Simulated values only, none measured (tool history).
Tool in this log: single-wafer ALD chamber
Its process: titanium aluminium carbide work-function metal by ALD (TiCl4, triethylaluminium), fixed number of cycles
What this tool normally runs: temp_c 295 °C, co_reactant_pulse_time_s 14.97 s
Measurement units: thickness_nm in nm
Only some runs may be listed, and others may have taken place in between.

run     day  temp_c  co_reactant_pulse_time_s  wafers since the last listed run  hours since the last thermocouple change  hours since the last triethylaluminium bottle change  hours since the showerhead was replaced  hours since the gauge calibration  read-back reference wafer on the same gauge, thickness_nm  thickness_nm
  1   0.000     295                     14.97                                 0                                     825.2                                                1088.1                                   6042.2                              944.4                                                      1.774         2.089
  2   1.129     295                     14.97                               281                                     852.3                                                1115.2                                   6069.3                              971.5                                                      1.773         2.084
  3   1.975     295                     14.97                               211                                     872.6                                                1135.5                                   6089.6                              991.8                                                      1.774         2.069
  4   3.354     301                     19.28                               344                                     905.7                                                1168.6                                   6122.7                             1024.9                                                      1.775         2.146
      4.108  -- triethylaluminium bottle replaced
      4.529  -- showerhead replaced
  5   4.646     301                     19.28                               155                                     936.7                                                  12.9                                      2.8                             1055.9                                                      1.771         2.144
  6   5.692     289                     14.97                               261                                     961.8                                                  38.0                                     27.9                             1081.0                                                      1.771         2.005
      5.904  -- gauge calibrated
  7   6.254     289                     14.97                               140                                     975.3                                                  51.5                                     41.4                                8.4                                                      1.802         2.047
  8   7.517     286                     14.97                               315                                    1005.6                                                  81.8                                     71.7                               38.7                                                      1.798         2.010
  9   8.033     286                     14.97                               128                                    1018.0                                                  94.2                                     84.1                               51.1                                                      1.797         2.013
 10   9.442     295                     10.64                               351                                    1051.8                                                 128.0                                    117.9                               84.9                                                      1.793         2.062
 11  10.162     284                      9.48                               179                                    1069.1                                                 145.3                                    135.2                              102.2                                                      1.794         1.943
 12  11.417     295                     10.29                               313                                    1099.2                                                 175.4                                    165.3                              132.3                                                      1.792         2.067
 13  12.683     295                     14.97                               316                                    1129.6                                                 205.8                                    195.7                              162.7                                                      1.793         2.091
 14  13.617     295                     19.29                               232                                    1152.0                                                 228.2                                    218.1                              185.1                                                      1.792         2.107
 15  14.388     309                     20.28                               192                                    1170.5                                                 246.7                                    236.6                              203.6                                                      1.789         2.258
 16  15.296     299                     10.23                               226                                    1192.3                                                 268.5                                    258.4                              225.4                                                      1.785         2.110
 17  16.383     305                     20.49                               271                                    1218.4                                                 294.6                                    284.5                              251.5                                                      1.787         2.203
 18  17.112     290                     10.91                               181                                    1235.9                                                 312.1                                    302.0                              269.0                                                      1.786         2.016
 19  18.104     302                      9.97                               247                                    1259.7                                                 335.9                                    325.8                              292.8                                                      1.785         2.122
 20  18.696     295                     11.75                               147                                    1273.9                                                 350.1                                    340.0                              307.0                                                      1.786         2.069

Predict the results of run 21:
 21  19.562     286                     18.93                               216                                    1294.7                                                 370.9                                    360.8                              327.8                                                          ?             ?

{"run 21": {"read-back reference wafer on the same gauge, thickness_nm": 1.782, "thickness_nm": 2.01}}
With the hidden condition absent and the run-to-run variation left alone, this run would have shown thickness_nm 2.029 nm.

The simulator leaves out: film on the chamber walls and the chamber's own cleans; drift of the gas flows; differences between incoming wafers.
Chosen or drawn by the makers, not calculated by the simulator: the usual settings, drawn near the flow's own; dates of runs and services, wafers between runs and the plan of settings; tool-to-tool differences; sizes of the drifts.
